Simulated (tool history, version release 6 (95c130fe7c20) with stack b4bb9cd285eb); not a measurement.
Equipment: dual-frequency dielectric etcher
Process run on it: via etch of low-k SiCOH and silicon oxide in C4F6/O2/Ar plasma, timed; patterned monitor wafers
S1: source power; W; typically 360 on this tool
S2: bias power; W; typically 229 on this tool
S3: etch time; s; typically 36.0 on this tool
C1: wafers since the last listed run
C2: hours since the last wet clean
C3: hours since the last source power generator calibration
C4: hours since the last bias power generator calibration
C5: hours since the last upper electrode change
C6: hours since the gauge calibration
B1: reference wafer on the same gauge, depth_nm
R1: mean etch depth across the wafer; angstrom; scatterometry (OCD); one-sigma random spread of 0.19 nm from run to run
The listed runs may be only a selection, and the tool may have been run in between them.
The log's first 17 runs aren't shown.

run,hour,S1,S2,S3,C1,C2,C3,C4,C5,C6,B1,R1
18,260.3,360,206,36.0,380,155.5,90.4,185.1,120.0,60.5,99.4,893
19,269.6,360,229,36.0,157,164.8,99.7,194.4,129.3,69.8,99.4,919
20,283.4,320,229,36.0,233,178.6,113.5,208.2,143.1,83.6,99.4,885
21,289.8,360,229,36.0,108,185.0,119.9,214.6,149.5,90.0,99.4,921
22,296.1,360,229,36.0,106,191.3,126.2,220.9,155.8,96.3,99.4,921
23,305.2,340,199,36.0,153,200.4,135.3,230.0,164.9,105.4,99.3,864
24,322.5,340,229,36.0,292,217.7,152.6,247.3,182.2,122.7,99.4,902
25,332.7,390,203,36.0,172,227.9,162.8,257.5,192.4,132.9,99.5,908
26,338.9,310,181,26.5,104,234.1,169.0,263.7,198.6,139.1,99.3,597
27,351.5,410,209,36.0,212,246.7,181.6,276.3,211.2,151.7,99.4,930
28,366.6,320,205,46.0,255,261.8,196.7,291.4,226.3,166.8,99.4,1084
29,372.9,360,229,36.0,106,268.1,203.0,297.7,232.6,173.1,99.4,915
30,387.5,390,229,40.5,246,282.7,217.6,312.3,247.2,187.7,99.4,1060
31,399.2,290,259,28.0,197,294.4,229.3,324.0,258.9,199.4,99.4,687

3 ways to go on from here, each from the tool as it stands after run 31. What would each give?
A,399.6,360,176,36.0,6,294.8,229.7,324.4,259.3,199.8,?,?
B,399.6,360,252,36.0,6,294.8,229.7,324.4,259.3,199.8,?,?
C,399.6,290,194,25.5,6,294.8,229.7,324.4,259.3,199.8,?,?

run,B1,R1
A,99.3,845
B,99.3,943
C,99.3,572
What these runs would have given with no unlogged condition in the tool:
run,R1
A,854
B,953
C,578

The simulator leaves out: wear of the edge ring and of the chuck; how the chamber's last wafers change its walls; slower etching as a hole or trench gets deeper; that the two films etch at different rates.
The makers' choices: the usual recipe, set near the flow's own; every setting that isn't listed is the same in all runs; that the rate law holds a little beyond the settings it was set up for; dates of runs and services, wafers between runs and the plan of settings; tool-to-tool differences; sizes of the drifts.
